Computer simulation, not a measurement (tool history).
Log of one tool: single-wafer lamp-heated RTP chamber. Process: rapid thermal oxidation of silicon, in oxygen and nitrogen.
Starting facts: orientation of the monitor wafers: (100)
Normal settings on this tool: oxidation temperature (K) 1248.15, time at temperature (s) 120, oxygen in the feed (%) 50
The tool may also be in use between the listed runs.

run	hour	oxidation temperature (K)	time at temperature (s)	oxygen in the feed (%)	read-back reference wafer on the same gauge, thickness	oxide thickness on the monitor wafer (angstrom)
1	0	1248.15	120	50	5.272	53.98
2	51.3	1248.15	120	50	5.27	53.63
3	105.1	1248.15	120	50	5.267	54.21
4	198.1	1248.15	120	50	5.267	54.5
5	265.5	1248.15	120	50	5.272	54.41
6	327.4	1256.15	103	50	5.27	53.82
# hour 347.3: pyrometer window cleaned and pyrometer calibrated
7	384.7	1256.15	103	50	5.267	52.94
8	467.8	1256.15	103	50	5.269	52.78
9	567.7	1226.15	120	69	5.271	50.31
10	669.9	1226.15	120	69	5.273	49.9
# hour 741: gauge calibrated
11	755.2	1226.15	120	69	5.268	50.15
12	819.1	1248.15	120	50	5.276	53.74
13	917.1	1248.15	120	50	5.27	54.06
14	1001.9	1248.15	120	34	5.27	47.46
15	1101.9	1260.15	144	50	5.269	63.66
16	1143.1	1238.15	146	31	5.272	46.75
17	1201.4	1277.15	63	41	5.271	47.35
18	1271.5	1226.15	95	41	5.271	39.7
19	1336.7	1248.15	120	70	5.266	61.51
20	1372.9	1230.15	120	50	5.269	47.79
# hour 1382.7: pyrometer window cleaned and pyrometer calibrated
# hour 1437.4: oxygen flow controller replaced
21	1471.1	1248.15	120	50	5.275	53.02
22	1671.4	1269.15	120	76	5.269	71.5
23	1733.2	1276.15	120	50	5.266	65.41
24	1800.1	1248.15	120	50	5.268	53.41
25	1885.7	1248.15	66	50	5.274	41.3
26	1992.4	1219.15	156	50	5.274	48.16
27	2040.3	1226.15	120	69	5.271	51.1
28	2121.5	1248.15	120	50	5.265	53.98
29	2208.9	1218.15	88	63	5.269	41.23

Exercise: give the hidden state of the tool at every run:
deviation of the oxygen flow from its setpoint, %: 0 across all the runs
gauge reads high (%): 0 across all the runs
H1: true wafer temperature minus pyrometer reading, K
run	H1
1	2.02
2	2.29
3	2.6
4	3.18
5	3.64
6	4.09
7	0.209
8	0.256
9	0.378
10	0.575
11	0.797
12	0.998
13	1.36
14	1.73
15	2.23
16	2.46
17	2.8
18	3.25
19	3.69
20	3.95
21	0.477
22	0.747
23	0.888
24	1.07
25	1.35
26	1.77
27	1.99
28	2.4
29	2.88
